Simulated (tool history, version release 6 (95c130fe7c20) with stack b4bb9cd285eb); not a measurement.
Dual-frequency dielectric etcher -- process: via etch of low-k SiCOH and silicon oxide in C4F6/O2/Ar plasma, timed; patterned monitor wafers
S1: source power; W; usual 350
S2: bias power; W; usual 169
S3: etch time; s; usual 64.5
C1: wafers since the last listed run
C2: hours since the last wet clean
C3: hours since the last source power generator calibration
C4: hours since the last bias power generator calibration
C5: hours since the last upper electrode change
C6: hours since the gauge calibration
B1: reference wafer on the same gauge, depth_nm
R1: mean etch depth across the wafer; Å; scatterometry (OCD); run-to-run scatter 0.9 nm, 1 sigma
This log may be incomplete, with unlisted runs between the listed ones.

{"run": 1, "day": 0.0, "S1": 350, "S2": 169, "S3": 64.5, "C1": 0, "C2": 171.8, "C3": 4010.5, "C4": 2889.7, "C5": 4719.8, "C6": 182.7, "B1": 158.2, "R1": 1484}
{"run": 2, "day": 4.45, "S1": 350, "S2": 169, "S3": 64.5, "C1": 911, "C2": 278.6, "C3": 4117.3, "C4": 2996.5, "C5": 4826.6, "C6": 289.5, "B1": 157.9, "R1": 1495}
{"run": 3, "day": 7.788, "S1": 350, "S2": 169, "S3": 64.5, "C1": 683, "C2": 358.7, "C3": 4197.4, "C4": 3076.6, "C5": 4906.7, "C6": 369.6, "B1": 158.1, "R1": 1465}
{"run": 4, "day": 11.55, "S1": 350, "S2": 169, "S3": 64.5, "C1": 770, "C2": 449, "C3": 4287.7, "C4": 3166.9, "C5": 4997, "C6": 459.9, "B1": 158.1, "R1": 1448}
{"run": 5, "day": 13.446, "S1": 350, "S2": 169, "S3": 64.5, "C1": 388, "C2": 494.5, "C3": 4333.2, "C4": 3212.4, "C5": 5042.5, "C6": 505.4, "B1": 158, "R1": 1460}
{"day": 17.817, "done": "wet clean of the chamber"}
{"run": 6, "day": 17.838, "S1": 350, "S2": 169, "S3": 64.5, "C1": 694, "C2": 0.5, "C3": 4438.6, "C4": 3317.8, "C5": 5147.9, "C6": 610.8, "B1": 158, "R1": 1506}
{"run": 7, "day": 21.204, "S1": 350, "S2": 169, "S3": 64.5, "C1": 689, "C2": 81.3, "C3": 4519.4, "C4": 3398.6, "C5": 5228.7, "C6": 691.6, "B1": 157.9, "R1": 1496}
{"run": 8, "day": 24.617, "S1": 350, "S2": 169, "S3": 64.5, "C1": 699, "C2": 163.2, "C3": 4601.3, "C4": 3480.5, "C5": 5310.6, "C6": 773.5, "B1": 158, "R1": 1483}
{"day": 25.667, "done": "bias power generator calibrated"}
{"run": 9, "day": 27.458, "S1": 350, "S2": 169, "S3": 64.5, "C1": 547, "C2": 231.4, "C3": 4669.5, "C4": 43, "C5": 5378.8, "C6": 841.7, "B1": 158, "R1": 1463}
{"run": 10, "day": 30.379, "S1": 350, "S2": 169, "S3": 64.5, "C1": 598, "C2": 301.5, "C3": 4739.6, "C4": 113.1, "C5": 5448.9, "C6": 911.8, "B1": 157.9, "R1": 1466}
{"run": 11, "day": 34.825, "S1": 270, "S2": 185, "S3": 50.5, "C1": 910, "C2": 408.2, "C3": 4846.3, "C4": 219.8, "C5": 5555.6, "C6": 1018.5, "B1": 158.1, "R1": 990}
{"run": 12, "day": 36.771, "S1": 350, "S2": 169, "S3": 75.5, "C1": 398, "C2": 454.9, "C3": 4893, "C4": 266.5, "C5": 5602.3, "C6": 1065.2, "B1": 158, "R1": 1690}
{"day": 37.921, "done": "gauge calibrated"}
{"day": 39.462, "done": "upper electrode replaced, of another model than before"}
{"run": 13, "day": 40.175, "S1": 390, "S2": 140, "S3": 51, "C1": 492, "C2": 536.6, "C3": 4974.7, "C4": 348.2, "C5": 17.1, "C6": 54.1, "B1": 158, "R1": 1147}
{"day": 41.2, "done": "source power generator calibrated"}
{"day": 42.858, "done": "wet clean of the chamber"}
{"run": 14, "day": 43.246, "S1": 300, "S2": 193, "S3": 56, "C1": 390, "C2": 9.3, "C3": 49.1, "C4": 421.9, "C5": 90.8, "C6": 127.8, "B1": 158.3, "R1": 1263}
{"run": 15, "day": 46.896, "S1": 390, "S2": 169, "S3": 54, "C1": 747, "C2": 96.9, "C3": 136.7, "C4": 509.5, "C5": 178.4, "C6": 215.4, "B1": 157.8, "R1": 1317}
{"run": 16, "day": 50.312, "S1": 290, "S2": 169, "S3": 70.5, "C1": 699, "C2": 178.9, "C3": 218.7, "C4": 591.5, "C5": 260.4, "C6": 297.4, "B1": 158, "R1": 1510}
{"run": 17, "day": 52.346, "S1": 270, "S2": 185, "S3": 50.5, "C1": 416, "C2": 227.7, "C3": 267.5, "C4": 640.3, "C5": 309.2, "C6": 346.2, "B1": 157.9, "R1": 1062}
{"run": 18, "day": 55.3, "S1": 350, "S2": 169, "S3": 64.5, "C1": 605, "C2": 298.6, "C3": 338.4, "C4": 711.2, "C5": 380.1, "C6": 417.1, "B1": 157.9, "R1": 1486}
{"run": 19, "day": 59.229, "S1": 290, "S2": 169, "S3": 80, "C1": 804, "C2": 392.9, "C3": 432.7, "C4": 805.5, "C5": 474.4, "C6": 511.4, "B1": 157.9, "R1": 1668}

What was the tool's hidden state at every run in the log?
source power that arrives over what is set, %: 0, the same for each run
bias power that arrives over what is set, %: 0, the same for each run
gauge reads high (%): 0, the same for each run
H1: etch rate over this chamber's usual, %
run=1 H1=-1.37
run=2 H1=-2.35
run=3 H1=-3.08
run=4 H1=-3.91
run=5 H1=-4.32
run=6 H1=-0.608
run=7 H1=-1.35
run=8 H1=-2.1
run=9 H1=-2.72
run=10 H1=-3.36
run=11 H1=-4.34
run=12 H1=-4.77
run=13 H1=-5.51
run=14 H1=0.498
run=15 H1=-0.304
run=16 H1=-1.05
run=17 H1=-1.5
run=18 H1=-2.15
run=19 H1=-3.01
